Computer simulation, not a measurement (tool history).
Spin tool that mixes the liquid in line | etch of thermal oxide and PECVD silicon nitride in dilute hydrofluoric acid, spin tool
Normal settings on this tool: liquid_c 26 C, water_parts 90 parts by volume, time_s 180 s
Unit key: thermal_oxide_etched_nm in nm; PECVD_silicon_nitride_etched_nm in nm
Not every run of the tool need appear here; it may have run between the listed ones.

run,hour,liquid_c,water_parts,time_s,"read-back film thickness of the thermal oxide reference wafer, read on the same gauge (nm)","read-back film thickness of the PECVD silicon nitride reference wafer, read on the same gauge (nm)",thermal_oxide_etched_nm,PECVD_silicon_nitride_etched_nm
1,0,26,65,180,150.01,70.019,16.97,6.502
2,17.5,26,65,180,150.01,70.026,15,5.791
3,31.7,26,65,180,150.01,70.039,14.98,5.772
4,42.7,26,90,180,150.02,70.046,10.38,4.227
5,54.3,28,90,180,149.98,69.966,11.16,4.802
6,100.5,21.5,90,180,149.98,69.969,8.97,3.131
7,115.6,26,90,235,150.01,70.016,14.04,5.579
8,123,28,50,265,149.96,70.01,31.93,12.734
9,130,22.5,45,80,150.01,69.989,8.63,2.97
10,146,21.5,105,110,149.99,70.017,4.59,1.666
11,158.8,31,90,270,150.03,70.028,19.48,8.807
12,172.7,30,45,280,150.01,69.984,41.45,16.807
13,185.5,26,90,125,150,70.037,7.48,2.949
14,195,23,90,180,150.01,70.011,9.48,3.479
15,204.3,23,65,215,150,70.021,16.19,5.851
16,212,24.5,115,75,150.01,69.999,3.19,1.287
17,221.6,28.5,90,145,150,70.05,9.69,4.025
18,236.6,26,65,80,149.99,70.047,6.87,2.648
19,243.2,26,120,110,150.01,69.966,4.79,1.99
20,257.8,26,90,180,150.02,69.999,10.78,4.227
21,268.2,26,90,110,150,70.043,6.62,2.604
22,278,26,90,180,149.97,70.015,10.55,4.29
23,290.9,23,65,260,150,70.026,19.91,7.02
24,305.9,23.5,90,180,149.97,69.961,9.86,3.687
25,315.5,26,90,180,150.01,69.989,10.93,4.355
26,333.2,26,90,180,150.01,69.963,10.94,4.316
27,342.3,26,90,180,150,69.999,10.79,4.228

Not shown here: 3 entries made in the log between runs. Locate each between two listed runs and compare the hidden state at the listed run before it with the hidden state at the listed run after it:
In the gap between runs 1 and 2: hydrofluoric acid flow meter replaced (hour 4.8)
  hydrofluoric acid flow above the setpoint (%): 13.8 -> 1.2
  measured minus no-state result, thermal_oxide_etched_nm: +2.22 -> +0.2 nm; PECVD_silicon_nitride_etched_nm: +0.779 -> +0.068 nm
In the gap between runs 8 and 9: thermometer replaced (hour 129.5)
  hydrofluoric acid flow above the setpoint (%): 2.22 -> 2.29
  measured minus no-state result, thermal_oxide_etched_nm: +0.74 -> +0.2 nm; PECVD_silicon_nitride_etched_nm: +0.274 -> +0.065 nm
In the gap between runs 16 and 17: gauge calibrated (hour 221.5)
  hydrofluoric acid flow above the setpoint (%): 3.09 -> 3.18
  measured minus no-state result, thermal_oxide_etched_nm: +0.11 -> +0.34 nm; PECVD_silicon_nitride_etched_nm: +0.038 -> +0.124 nm
